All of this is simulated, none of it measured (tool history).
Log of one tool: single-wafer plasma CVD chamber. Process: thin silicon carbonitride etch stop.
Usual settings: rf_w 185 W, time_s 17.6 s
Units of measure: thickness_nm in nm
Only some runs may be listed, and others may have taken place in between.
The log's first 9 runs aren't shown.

run,hour,rf_w,time_s,wafers since the last listed run,hours since the last thermocouple change,hours since the last RF generator calibration,hours since the showerhead was replaced,hours since the gauge calibration,"read-back reference wafer on the same gauge, thickness_nm",thickness_nm
10,119.1,205,17.6,499,2423.4,1444.7,3253.3,323.5,8.100,10.097
# hour 127.6: showerhead replaced
11,131.5,185,17.6,130,2435.8,1457.1,3.9,335.9,8.100,9.587
12,145.7,185,17.6,421,2450.0,1471.3,18.1,350.1,8.103,9.560
13,151.9,185,17.6,184,2456.2,1477.5,24.3,356.3,8.103,9.570
# hour 154.9: gauge calibrated
14,158.9,185,17.6,207,2463.2,1484.5,31.3,4.0,8.099,9.578
15,167.4,185,17.6,252,2471.7,1493.0,39.8,12.5,8.103,9.595
16,177.5,185,17.6,300,2481.8,1503.1,49.9,22.6,8.098,9.557
# hour 189.8: thermocouple changed; heater temperature recalibrated
17,190.3,185,17.6,142,0.5,1515.9,62.7,35.4,8.097,9.611
18,200.7,210,15.3,308,10.9,1526.3,73.1,45.8,8.098,8.830
19,214.5,170,16.5,409,24.7,1540.1,86.9,59.6,8.098,8.530
20,230.8,165,19.1,484,41.0,1556.4,103.2,75.9,8.104,9.700
21,246.2,165,15.2,457,56.4,1571.8,118.6,91.3,8.098,7.758
# hour 263.8: RF generator calibrated
22,264.3,170,20.8,300,74.5,0.5,136.7,109.4,8.099,11.309
23,273.7,185,17.6,279,83.9,9.9,146.1,118.8,8.097,10.022
24,282.3,210,15.9,255,92.5,18.5,154.7,127.4,8.103,9.631
25,291.0,185,17.6,258,101.2,27.2,163.4,136.1,8.097,9.969
26,303.6,215,19.6,374,113.8,39.8,176.0,148.7,8.091,11.979
27,312.4,185,17.6,261,122.6,48.6,184.8,157.5,8.102,10.025
28,327.8,170,15.7,457,138.0,64.0,200.2,172.9,8.103,8.495
29,334.9,185,20.3,210,145.1,71.1,207.3,180.0,8.102,11.457
30,349.6,185,17.6,436,159.8,85.8,222.0,194.7,8.099,9.976
31,366.9,165,15.2,513,177.1,103.1,239.3,212.0,8.098,8.113
32,383.7,170,14.4,499,193.9,119.9,256.1,228.8,8.101,7.818
33,398.9,165,19.0,451,209.1,135.1,271.3,244.0,8.105,10.156
34,409.5,185,17.6,314,219.7,145.7,281.9,254.6,8.104,9.976

Forecast each of these 5 alternatives for the next run:
A,409.9,185,14.5,11,220.1,146.1,282.3,255.0,?,?
B,409.9,160,16.5,11,220.1,146.1,282.3,255.0,?,?
C,409.9,165,16.7,11,220.1,146.1,282.3,255.0,?,?
D,409.9,210,16.5,11,220.1,146.1,282.3,255.0,?,?
E,409.9,165,16.1,11,220.1,146.1,282.3,255.0,?,?

run,"read-back reference wafer on the same gauge, thickness_nm",thickness_nm
A,8.095,8.217
B,8.095,8.646
C,8.095,8.905
D,8.095,9.949
E,8.095,8.585
With no hidden state in the tool, these same runs would have given:
run,thickness_nm
A,8.273
B,8.705
C,8.965
D,10.017
E,8.643
